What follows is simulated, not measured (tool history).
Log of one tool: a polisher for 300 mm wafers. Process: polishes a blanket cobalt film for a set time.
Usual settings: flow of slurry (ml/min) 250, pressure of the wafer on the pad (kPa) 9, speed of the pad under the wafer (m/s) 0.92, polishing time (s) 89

run,day,flow of slurry (ml/min),pressure of the wafer on the pad (kPa),speed of the pad under the wafer (m/s),polishing time (s),wafers since the last listed run,wafers polished on this pad,hours since the slurry nozzle was cleaned,hours since the head pressure was calibrated,"incoming thickness of the incoming film, nm",film removed (angstrom)
1,0,250,9,0.92,89,0,587,56.5,90,1249.9,2745
2,4.271,250,9,0.92,89,935,1522,159,192.5,1238.6,2601
3,7.308,250,9,0.92,89,665,2187,231.9,265.4,1244.8,2643
4,11.225,250,9,0.92,89,857,3045,325.9,359.4,1245.9,2656
# day 14.362: worn pad replaced by a new one
5,14.383,205,9,0.92,89,655,4,401.7,435.2,1239.5,2555
6,15.725,250,9,0.92,89,293,298,433.9,467.4,1216.3,2647
7,19.925,250,9,0.92,89,919,1217,534.7,568.2,1240.3,2564
8,21.712,250,9,0.92,89,391,1609,577.6,611.1,1243.3,2541
9,24.458,250,9,0.92,89,601,2210,643.5,677,1240.3,2498
# day 25.604: slurry nozzle cleaned
10,26.95,250,9,0.92,97,536,2746,32.3,736.8,1232.6,2710
11,28.662,250,9,0.92,97,374,3121,73.4,777.9,1228.5,2698
12,31.746,250,9,0.92,97,675,3796,147.4,851.9,1218,2669
# day 34.925: worn pad replaced by a new one
13,38.521,250,9,0.92,89,1446,787,310,1014.5,1229.7,2355
# day 42.212: head pressure recalibrated
14,42.683,185,9,0.92,104,893,1680,409.9,11.3,1225.5,3051
15,45.538,185,9,0.92,104,624,2305,478.4,79.8,1228.1,3128
16,48.458,250,9,0.92,89,639,2945,548.5,149.9,1240.1,2681
17,52.912,250,9,0.92,97,975,3920,655.4,256.8,1216.5,2866
# day 53.583: slurry nozzle cleaned
# day 54.346: worn pad replaced by a new one
18,56.329,220,9,0.92,89,702,434,65.9,338.8,1232.8,2553
19,58.983,250,6.9,0.92,65,581,1015,129.6,402.5,1254.8,1445
20,62.071,250,7.6,0.8,63,676,1691,203.7,476.6,1220.6,1423
21,64.608,250,11.7,0.92,89,555,2247,264.6,537.5,1228.7,3464
22,69.683,250,9,1.14,89,1111,3358,386.4,659.3,1218.3,2935
# day 72.729: worn pad replaced by a new one
23,73.567,330,9,0.92,89,813,182,479.6,752.5,1236.8,2556
24,76.567,250,9,0.92,89,656,839,551.6,824.5,1236,2391
25,78.433,220,6.2,0.92,89,408,1248,596.4,869.3,1235.4,1625
# day 79.388: slurry nozzle cleaned
26,82.254,250,9,0.92,89,827,2076,68.8,961,1249.6,2400
27,83.962,250,9,1.1,105,374,2450,109.8,1002,1263,3128
# day 86.767: head pressure recalibrated
28,86.842,250,7.6,0.78,89,612,3062,178.9,1.8,1236.2,2003
29,89.721,250,12.4,0.92,89,630,3692,248,70.9,1221.3,3713
# day 90.642: worn pad replaced by a new one
30,92.308,250,9,0.92,89,530,364,310.1,133,1249.6,2601
31,94.946,250,9,0.92,89,577,942,373.4,196.3,1227.3,2609

Hidden state at the last listed run before each entry between runs and at the first one after, where it differs:
Between runs 4 and 5: worn pad replaced by a new one (day 14.362)
  deviation of the head's pressure from its setpoint, %: -0.863 -> -1.59
  measured less the result without the state, film removed (angstrom): -23 -> -41
Between runs 9 and 10: slurry nozzle cleaned (day 25.604)
  deviation of the head's pressure from its setpoint, %: -4.81 -> -5.83
  measured less the result without the state, film removed (angstrom): -126 -> -168
Between runs 12 and 13: worn pad replaced by a new one (day 34.925)
  deviation of the head's pressure from its setpoint, %: -8.02 -> -11.7
  measured less the result without the state, film removed (angstrom): -233 -> -311
Between runs 13 and 14: head pressure recalibrated (day 42.212)
  deviation of the head's pressure from its setpoint, %: -11.7 -> 0.676
  measured less the result without the state, film removed (angstrom): -311 -> +20
Between runs 17 and 18: slurry nozzle cleaned (day 53.583); worn pad replaced by a new one (day 54.346)
  deviation of the head's pressure from its setpoint, %: -0.113 -> -0.699
  measured less the result without the state, film removed (angstrom): -4 -> -18
Between runs 22 and 23: worn pad replaced by a new one (day 72.729)
  deviation of the head's pressure from its setpoint, %: -4.54 -> -6.11
  measured less the result without the state, film removed (angstrom): -140 -> -167
Between runs 25 and 26: slurry nozzle cleaned (day 79.388)
  deviation of the head's pressure from its setpoint, %: -8.39 -> -10.4
  measured less the result without the state, film removed (angstrom): -149 -> -279
Between runs 27 and 28: head pressure recalibrated (day 86.767)
  deviation of the head's pressure from its setpoint, %: -11.4 -> -0.854
  measured less the result without the state, film removed (angstrom): -402 -> -18
Between runs 29 and 30: worn pad replaced by a new one (day 90.642)
  deviation of the head's pressure from its setpoint, %: -0.915 -> -1.07
  measured less the result without the state, film removed (angstrom): -35 -> -28
